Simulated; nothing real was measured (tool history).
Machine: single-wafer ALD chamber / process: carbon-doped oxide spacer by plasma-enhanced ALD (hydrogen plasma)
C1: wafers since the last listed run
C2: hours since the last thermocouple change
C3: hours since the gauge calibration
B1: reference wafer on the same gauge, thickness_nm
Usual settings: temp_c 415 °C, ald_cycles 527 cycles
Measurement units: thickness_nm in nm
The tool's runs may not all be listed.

{"run": 1, "hour": 0.0, "temp_c": 415, "ald_cycles": 527, "C1": 0, "C2": 1216.2, "C3": 131.2, "B1": 28.77, "thickness_nm": 26.276}
{"run": 2, "hour": 28.9, "temp_c": 415, "ald_cycles": 473, "C1": 19, "C2": 1245.1, "C3": 160.1, "B1": 28.786, "thickness_nm": 23.594}
{"run": 3, "hour": 41.2, "temp_c": 415, "ald_cycles": 473, "C1": 8, "C2": 1257.4, "C3": 172.4, "B1": 28.798, "thickness_nm": 23.622}
{"run": 4, "hour": 71.1, "temp_c": 415, "ald_cycles": 473, "C1": 20, "C2": 1287.3, "C3": 202.3, "B1": 28.817, "thickness_nm": 23.618}
{"run": 5, "hour": 92.5, "temp_c": 415, "ald_cycles": 527, "C1": 14, "C2": 1308.7, "C3": 223.7, "B1": 28.815, "thickness_nm": 26.274}
{"run": 6, "hour": 119.3, "temp_c": 415, "ald_cycles": 527, "C1": 18, "C2": 1335.5, "C3": 250.5, "B1": 28.844, "thickness_nm": 26.381}
{"run": 7, "hour": 135.3, "temp_c": 415, "ald_cycles": 454, "C1": 11, "C2": 1351.5, "C3": 266.5, "B1": 28.852, "thickness_nm": 22.718}
{"run": 8, "hour": 170.9, "temp_c": 415, "ald_cycles": 454, "C1": 24, "C2": 1387.1, "C3": 302.1, "B1": 28.873, "thickness_nm": 22.852}
{"run": 9, "hour": 187.8, "temp_c": 415, "ald_cycles": 554, "C1": 11, "C2": 1404.0, "C3": 319.0, "B1": 28.881, "thickness_nm": 27.813}
{"run": 10, "hour": 205.3, "temp_c": 415, "ald_cycles": 554, "C1": 12, "C2": 1421.5, "C3": 336.5, "B1": 28.916, "thickness_nm": 27.787}
{"run": 11, "hour": 221.9, "temp_c": 415, "ald_cycles": 527, "C1": 11, "C2": 1438.1, "C3": 353.1, "B1": 28.921, "thickness_nm": 26.434}
{"run": 12, "hour": 251.6, "temp_c": 415, "ald_cycles": 527, "C1": 20, "C2": 1467.8, "C3": 382.8, "B1": 28.953, "thickness_nm": 26.349}
{"run": 13, "hour": 270.8, "temp_c": 415, "ald_cycles": 527, "C1": 13, "C2": 1487.0, "C3": 402.0, "B1": 28.96, "thickness_nm": 26.463}
{"run": 14, "hour": 287.7, "temp_c": 415, "ald_cycles": 580, "C1": 11, "C2": 1503.9, "C3": 418.9, "B1": 28.988, "thickness_nm": 29.15}
{"hour": 311.4, "done": "thermocouple changed; heater temperature recalibrated"}
{"run": 15, "hour": 321.5, "temp_c": 415, "ald_cycles": 580, "C1": 17, "C2": 10.1, "C3": 452.7, "B1": 29.029, "thickness_nm": 29.18}
{"run": 16, "hour": 339.7, "temp_c": 415, "ald_cycles": 580, "C1": 12, "C2": 28.3, "C3": 470.9, "B1": 29.043, "thickness_nm": 29.254}
{"run": 17, "hour": 357.1, "temp_c": 415, "ald_cycles": 527, "C1": 12, "C2": 45.7, "C3": 488.3, "B1": 29.064, "thickness_nm": 26.637}
{"run": 18, "hour": 387.9, "temp_c": 415, "ald_cycles": 527, "C1": 21, "C2": 76.5, "C3": 519.1, "B1": 29.124, "thickness_nm": 26.618}
{"run": 19, "hour": 403.6, "temp_c": 415, "ald_cycles": 527, "C1": 10, "C2": 92.2, "C3": 534.8, "B1": 29.13, "thickness_nm": 26.621}
{"run": 20, "hour": 428.5, "temp_c": 405, "ald_cycles": 468, "C1": 17, "C2": 117.1, "C3": 559.7, "B1": 29.176, "thickness_nm": 24.373}
{"hour": 431.0, "done": "gauge calibrated"}
{"run": 21, "hour": 444.0, "temp_c": 405, "ald_cycles": 561, "C1": 10, "C2": 132.6, "C3": 13.0, "B1": 28.739, "thickness_nm": 28.821}
{"run": 22, "hour": 475.5, "temp_c": 410, "ald_cycles": 619, "C1": 21, "C2": 164.1, "C3": 44.5, "B1": 28.724, "thickness_nm": 31.352}
{"run": 23, "hour": 499.2, "temp_c": 420, "ald_cycles": 562, "C1": 16, "C2": 187.8, "C3": 68.2, "B1": 28.739, "thickness_nm": 27.713}
{"run": 24, "hour": 516.8, "temp_c": 409, "ald_cycles": 527, "C1": 12, "C2": 205.4, "C3": 85.8, "B1": 28.749, "thickness_nm": 26.693}
{"run": 25, "hour": 550.9, "temp_c": 415, "ald_cycles": 527, "C1": 23, "C2": 239.5, "C3": 119.9, "B1": 28.753, "thickness_nm": 26.279}
{"run": 26, "hour": 580.9, "temp_c": 402, "ald_cycles": 621, "C1": 20, "C2": 269.5, "C3": 149.9, "B1": 28.759, "thickness_nm": 32.084}
{"run": 27, "hour": 608.6, "temp_c": 415, "ald_cycles": 527, "C1": 19, "C2": 297.2, "C3": 177.6, "B1": 28.775, "thickness_nm": 26.394}
{"run": 28, "hour": 643.4, "temp_c": 401, "ald_cycles": 500, "C1": 24, "C2": 332.0, "C3": 212.4, "B1": 28.799, "thickness_nm": 25.947}
{"run": 29, "hour": 674.0, "temp_c": 415, "ald_cycles": 527, "C1": 21, "C2": 362.6, "C3": 243.0, "B1": 28.808, "thickness_nm": 26.392}
{"run": 30, "hour": 709.7, "temp_c": 401, "ald_cycles": 616, "C1": 24, "C2": 398.3, "C3": 278.7, "B1": 28.84, "thickness_nm": 32.018}
{"run": 31, "hour": 745.3, "temp_c": 402, "ald_cycles": 577, "C1": 24, "C2": 433.9, "C3": 314.3, "B1": 28.86, "thickness_nm": 29.928}
{"run": 32, "hour": 763.8, "temp_c": 415, "ald_cycles": 527, "C1": 12, "C2": 452.4, "C3": 332.8, "B1": 28.881, "thickness_nm": 26.387}
{"run": 33, "hour": 797.3, "temp_c": 408, "ald_cycles": 500, "C1": 23, "C2": 485.9, "C3": 366.3, "B1": 28.915, "thickness_nm": 25.565}
{"run": 34, "hour": 822.3, "temp_c": 403, "ald_cycles": 575, "C1": 17, "C2": 510.9, "C3": 391.3, "B1": 28.94, "thickness_nm": 29.845}
{"run": 35, "hour": 849.4, "temp_c": 423, "ald_cycles": 479, "C1": 18, "C2": 538.0, "C3": 418.4, "B1": 28.96, "thickness_nm": 23.553}
{"run": 36, "hour": 880.5, "temp_c": 402, "ald_cycles": 577, "C1": 21, "C2": 569.1, "C3": 449.5, "B1": 29.001, "thickness_nm": 30.106}
{"run": 37, "hour": 908.4, "temp_c": 415, "ald_cycles": 527, "C1": 19, "C2": 597.0, "C3": 477.4, "B1": 29.036, "thickness_nm": 26.451}
{"run": 38, "hour": 931.8, "temp_c": 415, "ald_cycles": 579, "C1": 16, "C2": 620.4, "C3": 500.8, "B1": 29.067, "thickness_nm": 29.134}

4 options for the next run, each taken on its own from the tool as it stands now. Forecast them:
{"run": "A", "hour": 933.0, "temp_c": 401, "ald_cycles": 527, "C1": 0, "C2": 621.6, "C3": 502.0, "B1": "?", "thickness_nm": "?"}
{"run": "B", "hour": 933.0, "temp_c": 422, "ald_cycles": 456, "C1": 0, "C2": 621.6, "C3": 502.0, "B1": "?", "thickness_nm": "?"}
{"run": "C", "hour": 933.0, "temp_c": 415, "ald_cycles": 447, "C1": 0, "C2": 621.6, "C3": 502.0, "B1": "?", "thickness_nm": "?"}
{"run": "D", "hour": 933.0, "temp_c": 403, "ald_cycles": 490, "C1": 0, "C2": 621.6, "C3": 502.0, "B1": "?", "thickness_nm": "?"}

run=A B1=29.058 thickness_nm=27.569
run=B B1=29.058 thickness_nm=22.522
run=C B1=29.058 thickness_nm=22.513
run=D B1=29.058 thickness_nm=25.497
The same runs, with their run-to-run variation unchanged, on a tool lacking any hidden condition would have given:
run=A thickness_nm=27.225
run=B thickness_nm=22.241
run=C thickness_nm=22.232
run=D thickness_nm=25.179
